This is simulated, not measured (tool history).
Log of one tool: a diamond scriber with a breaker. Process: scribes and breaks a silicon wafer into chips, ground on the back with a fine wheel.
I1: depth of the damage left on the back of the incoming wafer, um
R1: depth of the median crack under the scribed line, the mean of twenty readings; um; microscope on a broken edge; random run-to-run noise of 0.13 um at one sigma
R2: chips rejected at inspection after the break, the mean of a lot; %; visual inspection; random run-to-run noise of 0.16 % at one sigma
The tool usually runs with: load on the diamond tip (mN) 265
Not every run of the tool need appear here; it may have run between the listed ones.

{"run": 1, "hour": 0.0, "load on the diamond tip (mN)": 328, "I1": 2.75, "R1": 13.83, "R2": 3.55}
{"run": 2, "hour": 29.6, "load on the diamond tip (mN)": 328, "I1": 1.58, "R1": 13.65, "R2": 3.06}
{"run": 3, "hour": 51.7, "load on the diamond tip (mN)": 265, "I1": 2.46, "R1": 11.49, "R2": 2.96}
{"run": 4, "hour": 81.0, "load on the diamond tip (mN)": 265, "I1": 2.64, "R1": 11.5, "R2": 3.04}
{"run": 5, "hour": 134.7, "load on the diamond tip (mN)": 265, "I1": 2.42, "R1": 11.68, "R2": 2.62}
{"run": 6, "hour": 155.9, "load on the diamond tip (mN)": 302, "I1": 1.7, "R1": 13.04, "R2": 2.01}
{"run": 7, "hour": 173.3, "load on the diamond tip (mN)": 302, "I1": 1.65, "R1": 12.78, "R2": 1.63}
{"run": 8, "hour": 203.6, "load on the diamond tip (mN)": 237, "I1": 1.93, "R1": 10.61, "R2": 4.35}
{"run": 9, "hour": 220.8, "load on the diamond tip (mN)": 237, "I1": 2.94, "R1": 10.51, "R2": 4.76}
{"run": 10, "hour": 254.0, "load on the diamond tip (mN)": 237, "I1": 2.94, "R1": 10.36, "R2": 6.24}
{"run": 11, "hour": 270.9, "load on the diamond tip (mN)": 286, "I1": 2.29, "R1": 12.45, "R2": 2.17}
{"run": 12, "hour": 306.4, "load on the diamond tip (mN)": 286, "I1": 1.83, "R1": 12.53, "R2": 1.79}
{"run": 13, "hour": 338.6, "load on the diamond tip (mN)": 286, "I1": 2.19, "R1": 12.42, "R2": 2.03}
{"run": 14, "hour": 374.5, "load on the diamond tip (mN)": 304, "I1": 2.12, "R1": 12.82, "R2": 2.12}
{"run": 15, "hour": 391.0, "load on the diamond tip (mN)": 304, "I1": 1.6, "R1": 12.74, "R2": 1.8}
{"run": 16, "hour": 494.8, "load on the diamond tip (mN)": 304, "I1": 2.43, "R1": 12.76, "R2": 2.57}
{"run": 17, "hour": 526.4, "load on the diamond tip (mN)": 265, "I1": 2.53, "R1": 11.42, "R2": 2.53}
{"run": 18, "hour": 540.2, "load on the diamond tip (mN)": 265, "I1": 2.16, "R1": 11.59, "R2": 2.61}
{"run": 19, "hour": 576.1, "load on the diamond tip (mN)": 265, "I1": 1.7, "R1": 11.46, "R2": 2.12}
{"run": 20, "hour": 603.0, "load on the diamond tip (mN)": 315, "I1": 2.48, "R1": 13.33, "R2": 2.69}
{"hour": 610.4, "done": "diamond tip replaced by a new one"}
{"run": 21, "hour": 615.2, "load on the diamond tip (mN)": 265, "I1": 2.99, "R1": 11.73, "R2": 3.34}
{"run": 22, "hour": 632.5, "load on the diamond tip (mN)": 265, "I1": 2.34, "R1": 11.44, "R2": 2.71}
{"run": 23, "hour": 656.6, "load on the diamond tip (mN)": 319, "I1": 2.19, "R1": 13.4, "R2": 2.68}
{"run": 24, "hour": 673.7, "load on the diamond tip (mN)": 243, "I1": 1.57, "R1": 10.49, "R2": 3.2}
{"run": 25, "hour": 693.7, "load on the diamond tip (mN)": 265, "I1": 2.05, "R1": 11.3, "R2": 2.37}
{"run": 26, "hour": 784.5, "load on the diamond tip (mN)": 189, "I1": 1.76, "R1": 8.58, "R2": 14.15}
{"run": 27, "hour": 803.9, "load on the diamond tip (mN)": 336, "I1": 1.83, "R1": 13.74, "R2": 3.09}
{"hour": 810.6, "done": "load on the tip recalibrated"}
{"run": 28, "hour": 827.3, "load on the diamond tip (mN)": 327, "I1": 2.37, "R1": 14.72, "R2": 4.55}
{"run": 29, "hour": 843.7, "load on the diamond tip (mN)": 293, "I1": 2.34, "R1": 13.18, "R2": 2.32}
{"run": 30, "hour": 876.6, "load on the diamond tip (mN)": 188, "I1": 2.35, "R1": 9.06, "R2": 11.09}
{"run": 31, "hour": 891.2, "load on the diamond tip (mN)": 328, "I1": 2.62, "R1": 14.16, "R2": 4.48}
{"run": 32, "hour": 925.3, "load on the diamond tip (mN)": 244, "I1": 1.72, "R1": 11.37, "R2": 2.11}
{"run": 33, "hour": 942.8, "load on the diamond tip (mN)": 231, "I1": 2.87, "R1": 10.8, "R2": 4.03}
{"run": 34, "hour": 974.7, "load on the diamond tip (mN)": 305, "I1": 1.9, "R1": 13.57, "R2": 2.96}
{"run": 35, "hour": 996.7, "load on the diamond tip (mN)": 345, "I1": 2.4, "R1": 14.77, "R2": 5.29}
{"run": 36, "hour": 1009.7, "load on the diamond tip (mN)": 265, "I1": 2.82, "R1": 11.97, "R2": 2.36}
{"run": 37, "hour": 1024.3, "load on the diamond tip (mN)": 265, "I1": 1.94, "R1": 12.17, "R2": 1.9}
{"run": 38, "hour": 1046.1, "load on the diamond tip (mN)": 302, "I1": 2.12, "R1": 13.36, "R2": 2.59}
{"run": 39, "hour": 1077.5, "load on the diamond tip (mN)": 313, "I1": 1.85, "R1": 13.81, "R2": 3.21}
{"run": 40, "hour": 1096.2, "load on the diamond tip (mN)": 236, "I1": 1.54, "R1": 10.88, "R2": 2.82}
{"run": 41, "hour": 1117.8, "load on the diamond tip (mN)": 233, "I1": 1.69, "R1": 10.69, "R2": 2.8}

What if the next run were any one of these 5? Each begins from the tool's condition after run 41:
{"run": "A", "hour": 1118.4, "load on the diamond tip (mN)": 265, "I1": 2.74, "R1": "?", "R2": "?"}
{"run": "B", "hour": 1118.4, "load on the diamond tip (mN)": 208, "I1": 2.74, "R1": "?", "R2": "?"}
{"run": "C", "hour": 1118.4, "load on the diamond tip (mN)": 314, "I1": 2.74, "R1": "?", "R2": "?"}
{"run": "D", "hour": 1118.4, "load on the diamond tip (mN)": 291, "I1": 2.74, "R1": "?", "R2": "?"}
{"run": "E", "hour": 1118.4, "load on the diamond tip (mN)": 318, "I1": 2.74, "R1": "?", "R2": "?"}

run=A R1=12.07 R2=2.54
run=B R1=9.85 R2=7.56
run=C R1=13.83 R2=3.24
run=D R1=13.02 R2=2.53
run=E R1=13.97 R2=3.42
The same runs, with their run-to-run variation unchanged, on a tool lacking any hidden condition would have given:
run=A R1=12.38 R2=2.42
run=B R1=10.10 R2=6.56
run=C R1=14.19 R2=3.73
run=D R1=13.35 R2=2.75
run=E R1=14.33 R2=3.95

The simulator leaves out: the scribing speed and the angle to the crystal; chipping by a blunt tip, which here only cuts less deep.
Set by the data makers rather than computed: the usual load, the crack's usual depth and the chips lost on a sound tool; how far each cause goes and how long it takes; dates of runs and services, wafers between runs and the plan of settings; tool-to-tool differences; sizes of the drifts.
